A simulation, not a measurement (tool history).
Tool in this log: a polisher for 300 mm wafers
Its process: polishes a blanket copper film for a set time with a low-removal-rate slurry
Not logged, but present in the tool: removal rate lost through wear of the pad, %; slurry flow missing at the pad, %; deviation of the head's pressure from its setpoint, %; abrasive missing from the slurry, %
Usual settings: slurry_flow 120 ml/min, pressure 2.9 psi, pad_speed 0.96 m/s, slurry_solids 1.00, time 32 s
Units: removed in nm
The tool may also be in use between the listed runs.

run	hour	slurry_flow	pressure	pad_speed	slurry_solids	time	wafers since the last listed run	wafers polished on this pad	hours since the slurry nozzle was cleaned	hours since the head pressure was calibrated	hours since the slurry blender was calibrated	incoming thickness of the incoming film, nm	removed
1	0.0	120	2.9	0.96	1.00	32	0	232	598.1	746.8	146.5	1355.9	86.5
# hour 3.9: slurry blender recalibrated
2	9.5	120	2.9	0.96	1.00	32	61	293	607.6	756.3	5.6	1366.8	94.1
3	26.3	120	2.9	0.96	1.00	32	137	430	624.4	773.1	22.4	1386.4	93.0
4	37.7	120	2.9	0.96	1.00	32	93	523	635.8	784.5	33.8	1400.6	92.8
# hour 48.2: worn pad replaced by a new one, of another model than before
5	53.3	120	2.9	0.96	1.00	32	94	41	651.4	800.1	49.4	1387.7	90.5
6	65.0	120	2.9	0.96	1.00	32	95	137	663.1	811.8	61.1	1351.3	93.4
7	81.9	120	2.9	0.96	1.00	32	138	275	680.0	828.7	78.0	1381.3	90.2
8	89.9	120	2.4	0.96	1.00	32	65	340	688.0	836.7	86.0	1386.8	78.8
9	99.8	120	2.9	0.96	1.00	32	80	421	697.9	846.6	95.9	1373.3	88.9
# hour 112.3: head pressure recalibrated
# hour 116.3: worn pad replaced by a new one
10	116.8	120	2.9	0.96	1.00	23	89	3	714.9	4.5	112.9	1358.9	64.0
11	127.0	120	2.9	0.96	1.00	32	83	87	725.1	14.7	123.1	1376.8	87.3
# hour 130.4: slurry nozzle cleaned
12	144.8	120	1.9	0.96	1.00	32	137	224	14.4	32.5	140.9	1371.8	65.0
# hour 163.2: slurry blender recalibrated
# hour 181.6: worn pad replaced by a new one
13	186.2	95	2.9	0.96	1.00	32	289	37	55.8	73.9	23.0	1384.7	90.4
14	196.0	120	3.5	0.96	1.00	32	80	117	65.6	83.7	32.8	1364.0	106.4
15	205.0	120	2.5	0.84	1.25	26	73	191	74.6	92.7	41.8	1388.0	63.8

Some steps in removed between neighbouring runs. How much of each would the tool show without its hidden state too (settings, what came in, random variation), and how much is left for the hidden state, with any gauge scatter that isn't in both results?
Run 1 -> 2: slurry blender recalibrated. removed +7.6 nm: hidden state +6.5, all else +1.1.
Run 14 -> 15: pressure 3.5 -> 2.5, pad_speed 0.96 -> 0.84, slurry_solids 1.00 -> 1.25, time 32 -> 26. removed -42.6 nm: hidden state +0.4, all else -43.0.
